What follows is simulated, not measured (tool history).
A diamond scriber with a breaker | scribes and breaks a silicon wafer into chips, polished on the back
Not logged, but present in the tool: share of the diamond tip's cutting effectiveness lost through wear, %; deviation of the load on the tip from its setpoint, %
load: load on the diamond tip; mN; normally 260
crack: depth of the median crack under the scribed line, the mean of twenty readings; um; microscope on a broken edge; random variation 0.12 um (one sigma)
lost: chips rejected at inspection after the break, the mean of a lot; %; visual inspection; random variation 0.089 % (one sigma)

run   hour  load  wafers since the last listed run  hours since the diamond tip was replaced  hours since the load on the tip was calibrated  incoming depth of the damage left on the back of the incoming wafer, um  crack  lost
  1    0.0   260                                 0                                     314.3                                           867.1                                                                     0.03  11.55  3.33
  2    7.1   260                                18                                     321.4                                           874.2                                                                     0.02  11.50  3.22
  3   16.8   260                                25                                     331.1                                           883.9                                                                     0.03  11.34  3.46
  4   24.0   260                                18                                     338.3                                           891.1                                                                     0.03  11.48  3.93
  5   39.0   260                                38                                     353.3                                           906.1                                                                     0.03  11.41  3.94
  6   45.2   260                                15                                     359.5                                           912.3                                                                     0.03  11.49  3.92
  7   53.5   260                                21                                     367.8                                           920.6                                                                     0.03  11.36  4.10
      57.8  -- diamond tip replaced by a new one
  8   66.3   260                                27                                       8.5                                           933.4                                                                     0.05  12.83  1.15
  9   78.1   260                                30                                      20.3                                           945.2                                                                     0.03  12.63  1.12
 10   89.5   330                                29                                      31.7                                           956.6                                                                     0.02  13.54  1.57
      92.7  -- load on the tip recalibrated
 11  105.8   289                                36                                      48.0                                            13.1                                                                     0.01  12.93  1.08
 12  117.0   209                                28                                      59.2                                            24.3                                                                     0.05  11.62  2.92
 13  133.5   297                                42                                      75.7                                            40.8                                                                     0.04  12.89  1.18
 14  141.3   260                                20                                      83.5                                            48.6                                                                     0.04  12.28  1.39
 15  154.7   318                                34                                      96.9                                            62.0                                                                     0.02  13.13  1.24
 16  167.5   315                                33                                     109.7                                            74.8                                                                     0.05  13.17  1.15

Branching from run 16: 5 alternative next runs. What would each branch give?
  A  168.0   231                                 1                                     110.2                                            75.3                                                                     0.05      ?     ?
  B  168.0   233                                 1                                     110.2                                            75.3                                                                     0.05      ?     ?
  C  168.0   290                                 1                                     110.2                                            75.3                                                                     0.05      ?     ?
  D  168.0   323                                 1                                     110.2                                            75.3                                                                     0.05      ?     ?
  E  168.0   337                                 1                                     110.2                                            75.3                                                                     0.05      ?     ?

run  crack  lost
  A  11.73  2.56
  B  11.77  2.48
  C  12.66  1.19
  D  13.16  1.25
  E  13.37  1.42
Without the tool's hidden state the same runs would have given:
run  crack  lost
  A  12.36  1.40
  B  12.40  1.37
  C  13.33  1.39
  D  13.86  2.15
  E  14.08  2.61
